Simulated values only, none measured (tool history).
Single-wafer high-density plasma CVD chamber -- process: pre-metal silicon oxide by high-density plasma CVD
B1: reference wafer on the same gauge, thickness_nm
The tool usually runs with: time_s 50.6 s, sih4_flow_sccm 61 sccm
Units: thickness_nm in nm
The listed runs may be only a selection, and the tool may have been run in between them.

run 1 day=0.000 | time_s=50.6 sih4_flow_sccm=61 | B1=376.467 | thickness_nm=313.997
run 2 day=0.529 | time_s=50.6 sih4_flow_sccm=61 | B1=376.474 | thickness_nm=311.496
run 3 day=1.996 | time_s=50.6 sih4_flow_sccm=61 | B1=376.694 | thickness_nm=316.386
run 4 day=2.825 | time_s=50.6 sih4_flow_sccm=69 | B1=376.431 | thickness_nm=347.251
run 5 day=3.454 | time_s=44.5 sih4_flow_sccm=61 | B1=377.177 | thickness_nm=277.406
run 6 day=4.667 | time_s=44.5 sih4_flow_sccm=61 | B1=376.468 | thickness_nm=276.855
run 7 day=5.908 | time_s=50.6 sih4_flow_sccm=61 | B1=376.711 | thickness_nm=314.771
run 8 day=6.412 | time_s=50.6 sih4_flow_sccm=61 | B1=377.872 | thickness_nm=315.003
run 9 day=7.300 | time_s=50.6 sih4_flow_sccm=61 | B1=377.670 | thickness_nm=315.564
run 10 day=8.712 | time_s=52.7 sih4_flow_sccm=61 | B1=377.816 | thickness_nm=328.703
run 11 day=9.500 | time_s=52.7 sih4_flow_sccm=61 | B1=377.734 | thickness_nm=329.540
run 12 day=10.133 | time_s=52.7 sih4_flow_sccm=61 | B1=377.901 | thickness_nm=329.085
run 13 day=10.667 | time_s=50.6 sih4_flow_sccm=68 | B1=377.436 | thickness_nm=344.812
run 14 day=11.283 | time_s=46.5 sih4_flow_sccm=61 | B1=377.969 | thickness_nm=291.530
run 15 day=12.092 | time_s=46.5 sih4_flow_sccm=61 | B1=378.042 | thickness_nm=288.861
run 16 day=13.146 | time_s=50.6 sih4_flow_sccm=61 | B1=378.033 | thickness_nm=316.464
run 17 day=13.783 | time_s=50.6 sih4_flow_sccm=61 | B1=378.247 | thickness_nm=316.618
run 18 day=14.296 | time_s=50.6 sih4_flow_sccm=61 | B1=378.663 | thickness_nm=317.619
run 19 day=15.762 | time_s=50.6 sih4_flow_sccm=61 | B1=378.833 | thickness_nm=315.725
run 20 day=16.504 | time_s=54.8 sih4_flow_sccm=70 | B1=378.514 | thickness_nm=383.695
run 21 day=17.883 | time_s=50.6 sih4_flow_sccm=49 | B1=378.715 | thickness_nm=265.354
run 22 day=19.329 | time_s=50.6 sih4_flow_sccm=70 | B1=378.482 | thickness_nm=353.206
run 23 day=20.288 | time_s=58.8 sih4_flow_sccm=67 | B1=378.745 | thickness_nm=397.246
run 24 day=21.729 | time_s=55.9 sih4_flow_sccm=61 | B1=379.160 | thickness_nm=350.313
-- day=21.888 gauge calibrated
run 25 day=22.421 | time_s=57.9 sih4_flow_sccm=72 | B1=367.377 | thickness_nm=402.438
run 26 day=23.412 | time_s=50.6 sih4_flow_sccm=61 | B1=367.798 | thickness_nm=307.958
-- day=24.546 silane flow controller replaced
run 27 day=24.683 | time_s=50.6 sih4_flow_sccm=61 | B1=368.797 | thickness_nm=306.430
run 28 day=26.096 | time_s=41.3 sih4_flow_sccm=67 | B1=370.110 | thickness_nm=273.309
run 29 day=27.492 | time_s=50.6 sih4_flow_sccm=61 | B1=371.494 | thickness_nm=308.731
run 30 day=28.562 | time_s=54.8 sih4_flow_sccm=50 | B1=371.718 | thickness_nm=285.988
run 31 day=32.238 | time_s=50.6 sih4_flow_sccm=61 | B1=373.353 | thickness_nm=312.374
run 32 day=33.008 | time_s=58.9 sih4_flow_sccm=53 | B1=374.228 | thickness_nm=325.202
run 33 day=33.571 | time_s=50.6 sih4_flow_sccm=61 | B1=374.835 | thickness_nm=312.806
run 34 day=34.858 | time_s=60.5 sih4_flow_sccm=69 | B1=374.420 | thickness_nm=412.015
run 35 day=36.283 | time_s=56.1 sih4_flow_sccm=66 | B1=375.901 | thickness_nm=370.955
run 36 day=37.271 | time_s=45.8 sih4_flow_sccm=71 | B1=375.176 | thickness_nm=321.445
run 37 day=38.100 | time_s=50.6 sih4_flow_sccm=67 | B1=375.639 | thickness_nm=337.812
run 38 day=38.946 | time_s=54.3 sih4_flow_sccm=61 | B1=376.036 | thickness_nm=335.967
run 39 day=40.312 | time_s=50.6 sih4_flow_sccm=61 | B1=376.665 | thickness_nm=315.819

Forecast each of these 5 alternatives for the next run:
run A day=40.329 | time_s=50.6 sih4_flow_sccm=61 | B1=? | thickness_nm=?
run B day=40.329 | time_s=43.1 sih4_flow_sccm=61 | B1=? | thickness_nm=?
run C day=40.329 | time_s=45.0 sih4_flow_sccm=69 | B1=? | thickness_nm=?
run D day=40.329 | time_s=50.6 sih4_flow_sccm=65 | B1=? | thickness_nm=?
run E day=40.329 | time_s=59.1 sih4_flow_sccm=56 | B1=? | thickness_nm=?

run=A B1=377.000 thickness_nm=312.694
run=B B1=377.000 thickness_nm=266.346
run=C B1=377.000 thickness_nm=308.046
run=D B1=377.000 thickness_nm=329.537
run=E B1=377.000 thickness_nm=340.631
The same runs, with their run-to-run variation unchanged, on a tool lacking any hidden condition would have given:
run=A thickness_nm=304.862
run=B thickness_nm=259.675
run=C thickness_nm=300.330
run=D thickness_nm=321.283
run=E thickness_nm=332.099

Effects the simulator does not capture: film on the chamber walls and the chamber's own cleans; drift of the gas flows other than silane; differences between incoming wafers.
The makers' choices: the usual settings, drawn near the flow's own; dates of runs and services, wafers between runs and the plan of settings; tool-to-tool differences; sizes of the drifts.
